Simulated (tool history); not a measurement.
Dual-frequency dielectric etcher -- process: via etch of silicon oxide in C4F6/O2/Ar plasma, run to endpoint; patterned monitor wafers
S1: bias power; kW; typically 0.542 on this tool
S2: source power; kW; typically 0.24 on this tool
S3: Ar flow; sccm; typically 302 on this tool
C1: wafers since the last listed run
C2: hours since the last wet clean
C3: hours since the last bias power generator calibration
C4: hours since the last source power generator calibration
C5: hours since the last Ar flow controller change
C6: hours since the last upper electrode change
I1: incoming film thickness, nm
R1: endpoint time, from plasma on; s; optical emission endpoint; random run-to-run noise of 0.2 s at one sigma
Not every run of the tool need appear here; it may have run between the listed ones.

run 1 hour=0 | S1=0.542 S2=0.24 S3=302 | C1=0 C2=31.5 C3=2983.2 C4=3021 C5=2043.8 C6=4180.1 | I1=97.1 | R1=24.6
run 2 hour=59.2 | S1=0.542 S2=0.24 S3=302 | C1=967 C2=90.7 C3=3042.4 C4=3080.2 C5=2103 C6=4239.3 | I1=97.7 | R1=24.4
run 3 hour=128.2 | S1=0.542 S2=0.24 S3=302 | C1=1127 C2=159.7 C3=3111.4 C4=3149.2 C5=2172 C6=4308.3 | I1=98.9 | R1=24.4
run 4 hour=170.2 | S1=0.542 S2=0.27 S3=322 | C1=686 C2=201.7 C3=3153.4 C4=3191.2 C5=2214 C6=4350.3 | I1=97.2 | R1=23
-- hour=236.1 upper electrode replaced
run 5 hour=238.2 | S1=0.496 S2=0.24 S3=242 | C1=718 C2=269.7 C3=3221.4 C4=3259.2 C5=2282 C6=2.1 | I1=96.4 | R1=23.9
run 6 hour=262.6 | S1=0.496 S2=0.24 S3=242 | C1=398 C2=294.1 C3=3245.8 C4=3283.6 C5=2306.4 C6=26.5 | I1=96.8 | R1=23.7
run 7 hour=308.4 | S1=0.542 S2=0.24 S3=302 | C1=748 C2=339.9 C3=3291.6 C4=3329.4 C5=2352.2 C6=72.3 | I1=96.9 | R1=23.7
run 8 hour=336.4 | S1=0.542 S2=0.24 S3=302 | C1=457 C2=367.9 C3=3319.6 C4=3357.4 C5=2380.2 C6=100.3 | I1=97.7 | R1=23.8
-- hour=353.9 bias power generator calibrated
-- hour=382 wet clean of the chamber
run 9 hour=382.5 | S1=0.596 S2=0.2 S3=302 | C1=295 C2=0.5 C3=28.6 C4=3403.5 C5=2426.3 C6=146.4 | I1=97.2 | R1=24.8
run 10 hour=388.8 | S1=0.431 S2=0.22 S3=302 | C1=102 C2=6.8 C3=34.9 C4=3409.8 C5=2432.6 C6=152.7 | I1=98.9 | R1=27.7
run 11 hour=435.9 | S1=0.542 S2=0.24 S3=302 | C1=769 C2=53.9 C3=82 C4=3456.9 C5=2479.7 C6=199.8 | I1=96.3 | R1=24
-- hour=479.3 source power generator calibrated
run 12 hour=501.6 | S1=0.426 S2=0.22 S3=334 | C1=1008 C2=119.6 C3=147.7 C4=22.3 C5=2545.4 C6=265.5 | I1=97.2 | R1=27.1
-- hour=518.2 Ar flow controller replaced
run 13 hour=555.4 | S1=0.542 S2=0.24 S3=302 | C1=780 C2=173.4 C3=201.5 C4=76.1 C5=37.2 C6=319.3 | I1=97.1 | R1=23.7
run 14 hour=602 | S1=0.582 S2=0.24 S3=302 | C1=761 C2=220 C3=248.1 C4=122.7 C5=83.8 C6=365.9 | I1=97.4 | R1=23.1
run 15 hour=652.7 | S1=0.444 S2=0.24 S3=243 | C1=828 C2=270.7 C3=298.8 C4=173.4 C5=134.5 C6=416.6 | I1=97 | R1=25
run 16 hour=677.3 | S1=0.542 S2=0.24 S3=302 | C1=401 C2=295.3 C3=323.4 C4=198 C5=159.1 C6=441.2 | I1=98 | R1=23.6
run 17 hour=706.2 | S1=0.596 S2=0.2 S3=302 | C1=472 C2=324.2 C3=352.3 C4=226.9 C5=188 C6=470.1 | I1=97.1 | R1=23.7
run 18 hour=763.1 | S1=0.542 S2=0.24 S3=302 | C1=929 C2=381.1 C3=409.2 C4=283.8 C5=244.9 C6=527 | I1=97.4 | R1=23.4
-- hour=807.1 wet clean of the chamber
run 19 hour=807.6 | S1=0.542 S2=0.24 S3=302 | C1=334 C2=0.5 C3=453.7 C4=328.3 C5=289.4 C6=571.5 | I1=98.4 | R1=25
run 20 hour=832.3 | S1=0.542 S2=0.24 S3=302 | C1=403 C2=25.2 C3=478.4 C4=353 C5=314.1 C6=596.2 | I1=97.7 | R1=24.6
run 21 hour=902.4 | S1=0.434 S2=0.24 S3=332 | C1=1145 C2=95.3 C3=548.5 C4=423.1 C5=384.2 C6=666.3 | I1=96.8 | R1=26.7
run 22 hour=964.4 | S1=0.428 S2=0.18 S3=247 | C1=1012 C2=157.3 C3=610.5 C4=485.1 C5=446.2 C6=728.3 | I1=97.9 | R1=28.3
run 23 hour=991.3 | S1=0.542 S2=0.3 S3=371 | C1=439 C2=184.2 C3=637.4 C4=512 C5=473.1 C6=755.2 | I1=97.6 | R1=23.5
run 24 hour=1061.9 | S1=0.434 S2=0.29 S3=252 | C1=1153 C2=254.8 C3=708 C4=582.6 C5=543.7 C6=825.8 | I1=98.2 | R1=24.5
run 25 hour=1099.4 | S1=0.434 S2=0.26 S3=256 | C1=612 C2=292.3 C3=745.5 C4=620.1 C5=581.2 C6=863.3 | I1=97.4 | R1=25
run 26 hour=1134.9 | S1=0.542 S2=0.24 S3=302 | C1=579 C2=327.8 C3=781 C4=655.6 C5=616.7 C6=898.8 | I1=97.8 | R1=23.7
-- hour=1159.1 wet clean of the chamber
run 27 hour=1171.4 | S1=0.61 S2=0.24 S3=259 | C1=204 C2=12.3 C3=817.5 C4=692.1 C5=653.2 C6=935.3 | I1=97.2 | R1=22.6
run 28 hour=1242.5 | S1=0.501 S2=0.2 S3=376 | C1=1161 C2=83.4 C3=888.6 C4=763.2 C5=724.3 C6=1006.4 | I1=97.7 | R1=27

Each row is a separate what-if for the run after 28, all from the same tool condition, not one after another. Results?
run A hour=1242.9 | S1=0.542 S2=0.24 S3=302 | C1=6 C2=83.8 C3=889 C4=763.6 C5=724.7 C6=1006.8 | I1=98.5 | R1=?
run B hour=1242.9 | S1=0.542 S2=0.24 S3=272 | C1=6 C2=83.8 C3=889 C4=763.6 C5=724.7 C6=1006.8 | I1=98.5 | R1=?
run C hour=1242.9 | S1=0.542 S2=0.29 S3=281 | C1=6 C2=83.8 C3=889 C4=763.6 C5=724.7 C6=1006.8 | I1=98.5 | R1=?
run D hour=1242.9 | S1=0.666 S2=0.24 S3=274 | C1=6 C2=83.8 C3=889 C4=763.6 C5=724.7 C6=1006.8 | I1=98.5 | R1=?
run E hour=1242.9 | S1=0.542 S2=0.29 S3=302 | C1=6 C2=83.8 C3=889 C4=763.6 C5=724.7 C6=1006.8 | I1=98.5 | R1=?

run=A R1=24.3
run=B R1=24
run=C R1=22.8
run=D R1=22.2
run=E R1=23
With no hidden state in the tool, these same runs would have given:
run=A R1=24.8
run=B R1=24.5
run=C R1=23.2
run=D R1=22.6
run=E R1=23.4

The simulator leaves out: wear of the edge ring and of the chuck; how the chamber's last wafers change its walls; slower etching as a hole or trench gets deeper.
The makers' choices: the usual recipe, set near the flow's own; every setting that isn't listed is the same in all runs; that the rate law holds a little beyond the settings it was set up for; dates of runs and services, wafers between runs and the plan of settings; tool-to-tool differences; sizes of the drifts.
